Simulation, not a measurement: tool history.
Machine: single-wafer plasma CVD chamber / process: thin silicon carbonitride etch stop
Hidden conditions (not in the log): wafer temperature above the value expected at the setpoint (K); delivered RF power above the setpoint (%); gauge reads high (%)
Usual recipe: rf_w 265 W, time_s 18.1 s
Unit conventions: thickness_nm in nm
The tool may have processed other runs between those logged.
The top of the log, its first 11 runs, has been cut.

| run | hour | rf_w | time_s | wafers since the last listed run | hours since the last thermocouple change | hours since the last RF generator calibration | hours since the showerhead was replaced | hours since the gauge calibration | read-back reference wafer on the same gauge, thickness_nm | thickness_nm |
|---|---|---|---|---|---|---|---|---|---|---|
| 12 | 332.2 | 250 | 17.0 | 413 | 2220.8 | 1166.2 | 7682.6 | 574.2 | 10.506 | 10.635 |
| 13 | 361.8 | 250 | 17.0 | 868 | 2250.4 | 1195.8 | 7712.2 | 603.8 | 10.494 | 10.650 |
| 14 | 374.0 | 265 | 18.1 | 357 | 2262.6 | 1208.0 | 7724.4 | 616.0 | 10.494 | 11.534 |
| 15 | 389.0 | 265 | 18.1 | 439 | 2277.6 | 1223.0 | 7739.4 | 631.0 | 10.500 | 11.493 |
| 16 | 417.6 | 300 | 15.9 | 838 | 2306.2 | 1251.6 | 7768.0 | 659.6 | 10.503 | 10.383 |
| 17 | 450.2 | 265 | 18.1 | 956 | 2338.8 | 1284.2 | 7800.6 | 692.2 | 10.501 | 11.493 |
|  | 468.9 | thermocouple changed; heater temperature recalibrated |
| 18 | 476.3 | 215 | 18.1 | 530 | 7.4 | 1310.3 | 7826.7 | 718.3 | 10.498 | 10.897 |
| 19 | 509.7 | 265 | 18.1 | 979 | 40.8 | 1343.7 | 7860.1 | 751.7 | 10.494 | 11.463 |
| 20 | 523.0 | 265 | 18.1 | 390 | 54.1 | 1357.0 | 7873.4 | 765.0 | 10.494 | 11.431 |
|  | 550.0 | RF generator calibrated |
| 21 | 550.5 | 235 | 15.8 | 571 | 81.6 | 0.5 | 7900.9 | 792.5 | 10.498 | 9.861 |
|  | 560.2 | showerhead replaced, of another model than before |
| 22 | 573.7 | 290 | 14.5 | 445 | 104.8 | 23.7 | 13.5 | 815.7 | 10.504 | 9.488 |
| 23 | 599.3 | 290 | 20.2 | 750 | 130.4 | 49.3 | 39.1 | 841.3 | 10.497 | 13.203 |
| 24 | 622.9 | 265 | 14.9 | 692 | 154.0 | 72.9 | 62.7 | 864.9 | 10.497 | 9.590 |
| 25 | 646.2 | 265 | 18.1 | 683 | 177.3 | 96.2 | 86.0 | 888.2 | 10.504 | 11.643 |
| 26 | 662.1 | 265 | 20.1 | 466 | 193.2 | 112.1 | 101.9 | 904.1 | 10.503 | 12.950 |
| 27 | 683.8 | 290 | 21.2 | 636 | 214.9 | 133.8 | 123.6 | 925.8 | 10.501 | 13.856 |

Estimate the outcome of run 28 from the log above:
| 28 | 708.8 | 285 | 20.8 | 733 | 239.9 | 158.8 | 148.6 | 950.8 | ? | ? |

{"run 28": {"read-back reference wafer on the same gauge, thickness_nm": 10.494, "thickness_nm": 13.497}}
Take away the tool's hidden state, keep the run-to-run variation as it was, and the same run would have given thickness_nm 13.528 nm.
